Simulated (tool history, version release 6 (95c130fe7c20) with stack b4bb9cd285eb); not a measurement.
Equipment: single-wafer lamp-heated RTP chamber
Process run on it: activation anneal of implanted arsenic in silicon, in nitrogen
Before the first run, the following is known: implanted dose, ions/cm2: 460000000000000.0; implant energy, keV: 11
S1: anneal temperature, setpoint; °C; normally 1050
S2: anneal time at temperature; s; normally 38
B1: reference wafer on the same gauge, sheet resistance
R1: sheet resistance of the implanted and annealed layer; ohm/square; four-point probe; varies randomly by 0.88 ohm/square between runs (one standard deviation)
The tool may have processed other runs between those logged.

| run | hour | S1 | S2 | B1 | R1 |
|---|---|---|---|---|---|
| 1 | 0 | 1050 | 53 | 201.11 | 225.88 |
| 2 | 107.7 | 1050 | 53 | 200.84 | 227.14 |
| 3 | 151.4 | 1050 | 53 | 201.34 | 226.34 |
| 4 | 194.6 | 1069 | 38 | 200.86 | 224.25 |
| 5 | 265.8 | 1050 | 38 | 200.99 | 231.81 |
| 6 | 336.3 | 1050 | 38 | 200.96 | 232.87 |
| 7 | 382.2 | 1050 | 38 | 201.15 | 231.82 |
| 8 | 422 | 1050 | 38 | 200.95 | 232.88 |
| 9 | 525.6 | 1064 | 38 | 200.9 | 225.07 |
|  | 564.9 | reflector plate cleaned |
| 10 | 581.7 | 1064 | 38 | 201 | 226.13 |
| 11 | 641.4 | 1059 | 38 | 201.09 | 229.27 |
| 12 | 709 | 1050 | 22 | 200.8 | 238.76 |
| 13 | 776.9 | 1023 | 38 | 201.09 | 239.37 |
| 14 | 869.2 | 1063 | 38 | 200.87 | 228.79 |
| 15 | 934.1 | 1061 | 53 | 201.23 | 220.25 |
|  | 961.7 | pyrometer window cleaned and pyrometer calibrated |
| 16 | 991.4 | 1022 | 60 | 200.92 | 234.13 |
| 17 | 1269.3 | 1050 | 38 | 200.9 | 232.22 |
| 18 | 1365.3 | 1059 | 56 | 200.96 | 220.4 |
|  | 1530.2 | reflector plate cleaned |
| 19 | 1574.1 | 1050 | 38 | 201.18 | 231.52 |
|  | 1689.3 | pyrometer window cleaned and pyrometer calibrated |
| 20 | 1838 | 1038 | 59 | 200.87 | 228.55 |
| 21 | 1928.7 | 1050 | 38 | 200.77 | 229.65 |
| 22 | 2021.4 | 1050 | 38 | 200.96 | 230.3 |
| 23 | 2118.4 | 1036 | 38 | 201 | 236.06 |
| 24 | 2196.4 | 1050 | 38 | 201.04 | 230.97 |
|  | 2221.1 | gauge calibrated |
| 25 | 2280 | 1067 | 51 | 201.2 | 220.32 |
|  | 2352.4 | reflector plate cleaned |
| 26 | 2567.7 | 1050 | 38 | 201.16 | 230.51 |
| 27 | 2606.5 | 1050 | 58 | 200.78 | 223.37 |
|  | 2632.4 | pyrometer window cleaned and pyrometer calibrated |
| 28 | 2820.2 | 1023 | 58 | 201.03 | 234.95 |
| 29 | 2869.9 | 1050 | 38 | 200.95 | 232.14 |
| 30 | 2927.4 | 1036 | 38 | 201.01 | 235.62 |
| 31 | 3013.5 | 1050 | 38 | 201.23 | 232.31 |
| 32 | 3092.3 | 1076 | 16 | 200.72 | 235.68 |
| 33 | 3149.3 | 1036 | 20 | 201.17 | 245.97 |
| 34 | 3240.3 | 1064 | 26 | 201.16 | 231.93 |
|  | 3322.9 | reflector plate cleaned |
| 35 | 3323.4 | 1021 | 38 | 201.14 | 242.23 |

The tool's hidden state at each run:
true wafer temperature minus pyrometer reading, K: 0, the same for each run
wafer temperature error from the tarnished reflector plate, K: 0, the same for each run
gauge reads high (%): 0, the same for each run

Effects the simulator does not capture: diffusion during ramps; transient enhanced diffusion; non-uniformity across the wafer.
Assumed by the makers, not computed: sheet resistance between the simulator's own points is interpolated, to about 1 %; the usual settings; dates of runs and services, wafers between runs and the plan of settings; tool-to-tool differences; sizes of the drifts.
